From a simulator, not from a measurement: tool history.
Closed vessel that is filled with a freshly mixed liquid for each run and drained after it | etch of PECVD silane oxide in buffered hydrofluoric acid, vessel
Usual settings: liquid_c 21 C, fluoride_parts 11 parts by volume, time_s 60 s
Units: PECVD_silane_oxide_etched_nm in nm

run,hour,liquid_c,fluoride_parts,time_s,"read-back film thickness of the PECVD silane oxide reference wafer, read on the same gauge (nm)",PECVD_silane_oxide_etched_nm
1,0,21,11,60,49.99,134.74
2,88,21,11,60,50.02,134.13
3,174.7,21,11,60,50.02,133.99
4,255.4,21,11,60,50.01,133.21
5,307.3,21,11,60,50,133.71
6,375.2,24,11,60,49.99,157.72
7,436.5,24,11,60,49.98,157.47
8,514.3,21,11,60,49.99,133.52
9,585.5,21,11,60,49.99,132.78
10,653.3,17.5,11,80,49.99,145.37
11,693.6,21,11,60,49.99,133.39
# hour 699.8: gauge calibrated
12,742.3,21,11,60,50,132.83
13,826,21,11,60,49.99,133.42
14,908.9,21,11,60,50.01,132.21
# hour 985.9: thermometer replaced
15,1014.3,21,11,60,49.97,125.37
16,1110.4,21,11,45,50.02,93.8
17,1147.4,21,11,60,49.99,124.76
18,1192.2,19,12.5,45,50,73.83
# hour 1292.3: thermometer replaced, repeated, since the last time left the tool worse
19,1299.6,21,11,60,49.99,139.84
20,1382.7,21,11,90,49.98,209.81
# hour 1428.4: hydrofluoric acid flow meter replaced
21,1468.6,21,11,60,49.99,140.61
22,1518.8,18.5,15.5,45,50,64.93
23,1597.2,23.5,14,50,49.99,104.89
24,1699.4,17,11,60,50,110.5
25,1772.3,17,12.5,75,50,121.88
# hour 1798.9: gauge calibrated
26,1877.5,21,13.5,45,50,84.58

Forecast each of these 3 alternatives for the next run:
A,1878.2,21,11,60,?,?
B,1878.2,23,11,60,?,?
C,1878.2,23,13,60,?,?

run,"read-back film thickness of the PECVD silane oxide reference wafer, read on the same gauge (nm)",PECVD_silane_oxide_etched_nm
A,49.99,138.73
B,49.99,154.96
C,49.99,131.62
Without the tool's hidden state the same runs would have given:
run,PECVD_silane_oxide_etched_nm
A,140.36
B,156.76
C,133.14

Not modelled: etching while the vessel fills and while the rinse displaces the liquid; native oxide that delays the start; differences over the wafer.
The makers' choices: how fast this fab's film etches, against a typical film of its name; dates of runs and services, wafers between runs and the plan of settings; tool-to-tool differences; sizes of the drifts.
